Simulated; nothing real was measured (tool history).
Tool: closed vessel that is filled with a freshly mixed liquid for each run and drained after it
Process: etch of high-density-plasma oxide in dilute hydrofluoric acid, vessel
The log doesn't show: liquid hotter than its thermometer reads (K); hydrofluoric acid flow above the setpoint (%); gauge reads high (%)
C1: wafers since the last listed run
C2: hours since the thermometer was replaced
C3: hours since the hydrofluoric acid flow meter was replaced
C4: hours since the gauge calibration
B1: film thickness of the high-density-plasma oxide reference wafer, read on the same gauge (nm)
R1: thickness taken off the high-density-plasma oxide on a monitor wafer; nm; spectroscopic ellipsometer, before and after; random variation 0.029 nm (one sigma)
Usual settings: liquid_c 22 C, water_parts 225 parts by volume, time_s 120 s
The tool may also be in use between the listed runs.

run 1 hour=0 | liquid_c=22 water_parts=195 time_s=100 | C1=0 C2=2192.1 C3=1081.4 C4=1099.9 | B1=79.99 | R1=4.779
run 2 hour=33.6 | liquid_c=22 water_parts=195 time_s=100 | C1=2250 C2=2225.7 C3=1115 C4=1133.5 | B1=80.023 | R1=4.831
run 3 hour=88.9 | liquid_c=22 water_parts=195 time_s=100 | C1=3703 C2=2281 C3=1170.3 C4=1188.8 | B1=80.011 | R1=4.74
run 4 hour=144.7 | liquid_c=22 water_parts=225 time_s=120 | C1=3736 C2=2336.8 C3=1226.1 C4=1244.6 | B1=79.98 | R1=4.825
run 5 hour=189.4 | liquid_c=22 water_parts=225 time_s=120 | C1=2993 C2=2381.5 C3=1270.8 C4=1289.3 | B1=79.994 | R1=4.912
run 6 hour=219.9 | liquid_c=22 water_parts=225 time_s=120 | C1=2042 C2=2412 C3=1301.3 C4=1319.8 | B1=80.009 | R1=4.841
run 7 hour=267.2 | liquid_c=22 water_parts=225 time_s=120 | C1=3167 C2=2459.3 C3=1348.6 C4=1367.1 | B1=80.006 | R1=4.852
-- hour=313.2 thermometer replaced
run 8 hour=321.9 | liquid_c=22 water_parts=225 time_s=120 | C1=3596 C2=8.7 C3=1403.3 C4=1421.8 | B1=79.996 | R1=4.45
run 9 hour=374.6 | liquid_c=22 water_parts=225 time_s=120 | C1=3529 C2=61.4 C3=1456 C4=1474.5 | B1=80.01 | R1=4.409
run 10 hour=421.5 | liquid_c=22 water_parts=225 time_s=120 | C1=3140 C2=108.3 C3=1502.9 C4=1521.4 | B1=79.989 | R1=4.477
run 11 hour=455.2 | liquid_c=22 water_parts=160 time_s=165 | C1=2256 C2=142 C3=1536.6 C4=1555.1 | B1=79.996 | R1=9.071
run 12 hour=501.1 | liquid_c=18.5 water_parts=320 time_s=120 | C1=3073 C2=187.9 C3=1582.5 C4=1601 | B1=80.042 | R1=2.529
run 13 hour=533.7 | liquid_c=26 water_parts=225 time_s=120 | C1=2183 C2=220.5 C3=1615.1 C4=1633.6 | B1=80.043 | R1=5.111
run 14 hour=562.4 | liquid_c=24.5 water_parts=150 time_s=90 | C1=1921 C2=249.2 C3=1643.8 C4=1662.3 | B1=80.011 | R1=6.062
run 15 hour=628 | liquid_c=22 water_parts=225 time_s=120 | C1=4393 C2=314.8 C3=1709.4 C4=1727.9 | B1=80.045 | R1=4.537
run 16 hour=656 | liquid_c=17.5 water_parts=145 time_s=185 | C1=1875 C2=342.8 C3=1737.4 C4=1755.9 | B1=80.012 | R1=9.644
-- hour=674.4 gauge calibrated
run 17 hour=714.4 | liquid_c=22 water_parts=225 time_s=120 | C1=3910 C2=401.2 C3=1795.8 C4=40 | B1=79.979 | R1=4.504
run 18 hour=755.3 | liquid_c=22 water_parts=225 time_s=120 | C1=2738 C2=442.1 C3=1836.7 C4=80.9 | B1=79.989 | R1=4.522
run 19 hour=804.7 | liquid_c=20 water_parts=155 time_s=120 | C1=3308 C2=491.5 C3=1886.1 C4=130.3 | B1=79.999 | R1=6.507
run 20 hour=870.5 | liquid_c=22 water_parts=320 time_s=140 | C1=4406 C2=557.3 C3=1951.9 C4=196.1 | B1=79.973 | R1=3.357
run 21 hour=933.4 | liquid_c=22 water_parts=225 time_s=120 | C1=4212 C2=620.2 C3=2014.8 C4=259 | B1=80.019 | R1=4.587

Forecast run 22:
run 22 hour=1002.1 | liquid_c=22 water_parts=335 time_s=170 | C1=4600 C2=688.9 C3=2083.5 C4=327.7 | B1=? | R1=?

Run 22 gave B1 80.025, R1 3.869 nm.
Without the tool's hidden state the same run would have given R1 3.77 nm.
